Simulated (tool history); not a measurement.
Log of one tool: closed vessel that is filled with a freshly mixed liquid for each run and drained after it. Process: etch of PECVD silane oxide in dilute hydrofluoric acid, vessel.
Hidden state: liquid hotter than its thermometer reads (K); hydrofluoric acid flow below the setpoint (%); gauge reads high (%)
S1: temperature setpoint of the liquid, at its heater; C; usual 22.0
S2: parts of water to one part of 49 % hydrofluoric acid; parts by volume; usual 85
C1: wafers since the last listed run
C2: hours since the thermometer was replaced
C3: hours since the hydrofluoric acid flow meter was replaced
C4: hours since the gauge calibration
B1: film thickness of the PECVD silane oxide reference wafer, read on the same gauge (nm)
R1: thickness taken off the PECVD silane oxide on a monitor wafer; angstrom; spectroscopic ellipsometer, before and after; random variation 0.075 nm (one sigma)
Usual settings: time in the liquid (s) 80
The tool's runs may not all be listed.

Run 1, hour 0.0: usual settings; C1 0; C2 1582.1; C3 1486.5; C4 131.9; B1 49.87. Result: R1 217.2 angstrom.
Run 2, hour 20.1: usual settings; C1 1581; C2 1602.2; C3 1506.6; C4 152.0; B1 49.80. Result: R1 217.3 angstrom.
Run 3, hour 51.2: usual settings; C1 2446; C2 1633.3; C3 1537.7; C4 183.1; B1 49.75. Result: R1 217.1 angstrom.
Run 4, hour 71.7: usual settings; C1 1612; C2 1653.8; C3 1558.2; C4 203.6; B1 49.72. Result: R1 217.1 angstrom.
Run 5, hour 88.6: usual settings; C1 1329; C2 1670.7; C3 1575.1; C4 220.5; B1 49.63. Result: R1 215.9 angstrom.
Run 6, hour 113.9: usual settings; C1 1990; C2 1696.0; C3 1600.4; C4 245.8; B1 49.56. Result: R1 215.6 angstrom.
Run 7, hour 134.0: usual settings; C1 1581; C2 1716.1; C3 1620.5; C4 265.9; B1 49.51. Result: R1 214.9 angstrom.
At hour 147.9: thermometer replaced.
Run 8, hour 163.0: usual settings; C1 2202; C2 15.1; C3 1649.5; C4 294.9; B1 49.43. Result: R1 216.4 angstrom.
Run 9, hour 179.5: usual settings but S1 17.5 C, S2 50 parts by volume, time in the liquid (s) 100; C1 1298; C2 31.6; C3 1666.0; C4 311.4; B1 49.31. Result: R1 393.1 angstrom.
Run 10, hour 195.2: usual settings but time in the liquid (s) 45; C1 1235; C2 47.3; C3 1681.7; C4 327.1; B1 49.27. Result: R1 121.5 angstrom.
At hour 202.7: gauge calibrated.
Run 11, hour 221.7: usual settings but time in the liquid (s) 125; C1 2084; C2 73.8; C3 1708.2; C4 19.0; B1 49.94. Result: R1 340.4 angstrom.
At hour 230.9: hydrofluoric acid flow meter replaced.
Run 12, hour 246.7: usual settings; C1 1888; C2 98.8; C3 15.8; C4 44.0; B1 49.90. Result: R1 217.2 angstrom.
Run 13, hour 279.6: usual settings; C1 2588; C2 131.7; C3 48.7; C4 76.9; B1 49.91. Result: R1 217.7 angstrom.
Run 14, hour 294.2: usual settings; C1 1148; C2 146.3; C3 63.3; C4 91.5; B1 49.89. Result: R1 218.4 angstrom.
Run 15, hour 312.2: usual settings but S1 20.5 C, S2 45 parts by volume, time in the liquid (s) 95; C1 1416; C2 164.3; C3 81.3; C4 109.5; B1 49.90. Result: R1 480.6 angstrom.
Run 16, hour 342.9: usual settings but S1 24.0 C, S2 125 parts by volume, time in the liquid (s) 110; C1 2415; C2 195.0; C3 112.0; C4 140.2; B1 49.81. Result: R1 209.9 angstrom.
Run 17, hour 359.2: usual settings but S1 19.0 C, S2 70 parts by volume, time in the liquid (s) 50; C1 1282; C2 211.3; C3 128.3; C4 156.5; B1 49.76. Result: R1 147.3 angstrom.

3 ways to go on from here, each from the tool as it stands after run 17. What would each give?
Run A, hour 359.9: usual settings; C1 55; C2 212.0; C3 129.0; C4 157.2; B1 ?. Result: R1 ?.
Run B, hour 359.9: usual settings but S1 19.0 C, time in the liquid (s) 65; C1 55; C2 212.0; C3 129.0; C4 157.2; B1 ?. Result: R1 ?.
Run C, hour 359.9: usual settings but S1 18.5 C, S2 45 parts by volume, time in the liquid (s) 50; C1 55; C2 212.0; C3 129.0; C4 157.2; B1 ?. Result: R1 ?.

run     B1     R1
  A  49.76  218.6
  B  49.76  156.9
  C  49.76  233.6
Without the tool's hidden state the same runs would have given:
run     R1
  A  219.5
  B  157.6
  C  234.6
